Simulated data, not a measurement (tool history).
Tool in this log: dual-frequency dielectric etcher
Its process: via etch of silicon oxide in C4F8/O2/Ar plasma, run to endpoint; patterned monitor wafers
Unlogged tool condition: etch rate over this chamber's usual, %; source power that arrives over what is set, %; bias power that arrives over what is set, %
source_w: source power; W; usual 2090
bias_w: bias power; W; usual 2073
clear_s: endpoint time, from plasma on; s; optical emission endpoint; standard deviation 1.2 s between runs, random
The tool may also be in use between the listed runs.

run    hour  source_w  bias_w  wafers since the last listed run  hours since the last wet clean  hours since the last source power generator calibration  hours since the last bias power generator calibration  hours since the last upper electrode change  incoming incoming film thickness, nm  clear_s
  1       0      2090    2073                                 0                           245.9                                                   4817.5                                                 3691.9                                       3848.2                                1257.2    211.3
  2    44.9      2090    2073                               329                           290.8                                                   4862.4                                                 3736.8                                       3893.1                                1257.1    212.5
  3    99.5      2090    2073                               400                           345.4                                                     4917                                                 3791.4                                       3947.7                                  1259    208.5
  4   156.2      2090    2073                               416                           402.1                                                   4973.7                                                 3848.1                                       4004.4                                1262.1    208.3
  5   219.5      2090    2073                               464                           465.4                                                     5037                                                 3911.4                                       4067.7                                1248.3    204.9
  6   271.1      2090    2073                               378                             517                                                   5088.6                                                   3963                                       4119.3                                1267.6    206.7
  7   300.6      2410    2073                               216                           546.5                                                   5118.1                                                 3992.5                                       4148.8                                  1264      187
  8   347.6      2410    2073                               344                           593.5                                                   5165.1                                                 4039.5                                       4195.8                                1268.5    188.4
        400  -- wet clean of the chamber
        401  -- source power generator calibrated
  9   401.5      2090    2073                               211                             1.5                                                      0.5                                                 4093.4                                       4249.7                                1246.3      212
 10   446.6      2090    2073                               330                            46.6                                                     45.6                                                 4138.5                                       4294.8                                1267.2    216.1
 11   504.4      2090    2073                               424                           104.4                                                    103.4                                                 4196.3                                       4352.6                                1267.7    214.3
 12   564.1      2090    2073                               438                           164.1                                                    163.1                                                   4256                                       4412.3                                1273.6    213.5
      591.7  -- upper electrode replaced, of another model than before
 13   592.2      2090    2073                                30                           192.2                                                    191.2                                                 4284.1                                          0.5                                1251.9      211
 14   662.4      2270    2073                               515                           262.4                                                    261.4                                                 4354.3                                         70.7                                1242.7    201.8
      685.1  -- bias power generator calibrated
 15     693      1630    2320                               195                             293                                                      292                                                    7.9                                        101.3                                1251.4    221.4
 16     746      2310    2364                               388                             346                                                      345                                                   60.9                                        154.3                                1268.7    194.2
 17   793.9      2540    1643                               351                           393.9                                                    392.9                                                  108.8                                        202.2                                1258.5    212.9
 18   843.9      2330    2073                               366                           443.9                                                    442.9                                                  158.8                                        252.2                                1256.7    198.1
 19   871.8      2410    2350                               204                           471.8                                                    470.8                                                  186.7                                        280.1                                1271.4    190.5
 20   919.1      2090    1916                               347                           519.1                                                    518.1                                                    234                                        327.4                                1259.2    212.6
      992.9  -- wet clean of the chamber
 21   993.4      2330    2073                               369                             0.5                                                    592.4                                                  308.3                                        401.7                                1257.8    210.1
 22  1038.7      1750    2327                               332                            45.8                                                    637.7                                                  353.6                                          447                                1268.8    221.5
 23  1082.1      1750    1924                               318                            89.2                                                    681.1                                                    397                                        490.4                                1267.6    238.3
 24  1132.8      2090    2073                               372                           139.9                                                    731.8                                                  447.7                                        541.1                                  1270    215.9
 25  1203.6      2540    1621                               519                           210.7                                                    802.6                                                  518.5                                        611.9                                1247.3    216.2
 26  1262.5      1820    1612                               432                           269.6                                                    861.5                                                  577.4                                        670.8                                1256.9    242.9

Each run again, without the hidden state but with its own random variation kept:
run  clear_s
  1    216.2
  2    218.2
  3    215.1
  4    215.9
  5    213.5
  6    216.3
  7    196.2
  8    198.5
  9    212.1
 10      217
 11    216.4
 12    216.7
 13    214.6
 14    206.5
 15    227.1
 16    200.1
 17    220.4
 18    205.9
 19    198.4
 20    222.4
 21    209.4
 22    221.6
 23    239.4
 24    217.8
 25    219.5
 26    247.8
